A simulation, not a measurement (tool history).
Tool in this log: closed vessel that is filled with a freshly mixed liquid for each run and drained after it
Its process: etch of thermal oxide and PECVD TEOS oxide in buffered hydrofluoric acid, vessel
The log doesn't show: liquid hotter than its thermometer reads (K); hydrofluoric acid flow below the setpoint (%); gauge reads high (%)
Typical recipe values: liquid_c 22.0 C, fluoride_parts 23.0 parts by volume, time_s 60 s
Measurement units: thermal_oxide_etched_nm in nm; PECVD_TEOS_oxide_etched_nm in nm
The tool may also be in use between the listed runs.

run,hour,liquid_c,fluoride_parts,time_s,wafers since the last listed run,hours since the thermometer was replaced,hours since the hydrofluoric acid flow meter was replaced,hours since the gauge calibration,"read-back film thickness of the thermal oxide reference wafer, read on the same gauge (nm)","read-back film thickness of the PECVD TEOS oxide reference wafer, read on the same gauge (nm)",thermal_oxide_etched_nm,PECVD_TEOS_oxide_etched_nm
1,0.0,22.0,23.0,60,0,37.0,1051.3,1133.5,139.98,110.00,26.27,43.25
2,16.5,22.0,23.0,60,2350,53.5,1067.8,1150.0,140.00,109.96,26.20,42.97
# hour 38.3: hydrofluoric acid flow meter replaced
3,52.0,22.0,23.0,60,4914,89.0,13.7,1185.5,139.97,109.99,26.29,43.12
# hour 55.9: gauge calibrated
4,71.7,17.5,30.0,40,2806,108.7,33.4,15.8,139.98,110.02,11.44,19.06
5,98.4,25.5,19.0,75,3803,135.4,60.1,42.5,139.96,109.98,46.09,75.54
6,126.6,22.0,23.0,60,4017,163.6,88.3,70.7,140.01,109.99,26.66,43.69
7,161.4,22.0,23.0,60,4957,198.4,123.1,105.5,140.03,110.01,26.60,43.26
8,180.9,25.0,23.0,60,2777,217.9,142.6,125.0,140.03,110.03,31.48,51.83
9,200.9,19.0,23.0,60,2849,237.9,162.6,145.0,140.03,110.04,22.68,37.01
10,213.5,24.0,19.0,85,1794,250.5,175.2,157.6,139.99,110.01,48.98,79.29
11,238.3,24.5,23.0,30,3533,275.3,200.0,182.4,140.03,110.01,15.18,25.09
12,266.2,22.0,23.0,60,3974,303.2,227.9,210.3,139.98,110.00,26.68,43.64
13,294.0,27.0,15.0,35,3960,331.0,255.7,238.1,139.95,110.01,29.73,48.68
14,321.4,20.0,20.5,80,3903,358.4,283.1,265.5,140.00,110.00,34.13,56.52
15,404.5,25.5,23.0,60,11838,441.5,366.2,348.6,139.99,109.98,32.19,53.53
16,431.8,22.0,23.0,95,3889,468.8,393.5,375.9,140.05,110.05,42.03,69.89
17,465.6,25.5,30.0,45,4815,502.6,427.3,409.7,140.01,110.01,20.64,33.88
18,485.0,19.0,30.0,35,2763,522.0,446.7,429.1,140.01,109.99,11.05,18.15
19,499.3,17.5,27.5,60,2037,536.3,461.0,443.4,139.95,110.00,18.53,30.46
20,530.7,22.0,19.0,60,4473,567.7,492.4,474.8,139.98,109.99,31.77,50.21
21,633.8,24.5,18.0,45,14687,670.8,595.5,577.9,139.97,110.01,28.37,46.69
22,661.6,22.0,23.0,60,3960,698.6,623.3,605.7,139.99,110.01,27.14,44.48
23,689.5,25.5,27.5,60,3974,726.5,651.2,633.6,140.01,110.01,29.36,48.19
24,710.9,24.0,23.0,75,3048,747.9,672.6,655.0,140.01,109.98,37.79,62.53
25,727.9,22.0,17.0,30,2421,764.9,689.6,672.0,139.99,109.99,17.64,28.86
26,756.0,24.5,25.5,75,4003,793.0,717.7,700.1,140.02,109.96,36.78,58.64
27,778.8,22.0,20.5,60,3248,815.8,740.5,722.9,139.98,110.01,29.65,47.74

Measured result minus the same run's result without the hidden state. Both carry the same run-to-run variation, though not necessarily the same gauge scatter:
run,thermal_oxide_etched_nm,PECVD_TEOS_oxide_etched_nm
1,+0.14,+0.24
2,+0.18,+0.28
3,+0.22,+0.36
4,+0.11,+0.17
5,+0.47,+0.77
6,+0.31,+0.51
7,+0.36,+0.57
8,+0.44,+0.73
9,+0.34,+0.56
10,+0.74,+1.20
11,+0.24,+0.41
12,+0.49,+0.79
13,+0.55,+0.90
14,+0.71,+1.16
15,+0.76,+1.26
16,+1.08,+1.79
17,+0.56,+0.91
18,+0.31,+0.51
19,+0.54,+0.90
20,+0.95,+1.50
21,+0.97,+1.59
22,+0.97,+1.59
23,+1.07,+1.75
24,+1.42,+2.35
25,+0.69,+1.12
26,+1.46,+2.32
27,+1.22,+1.97
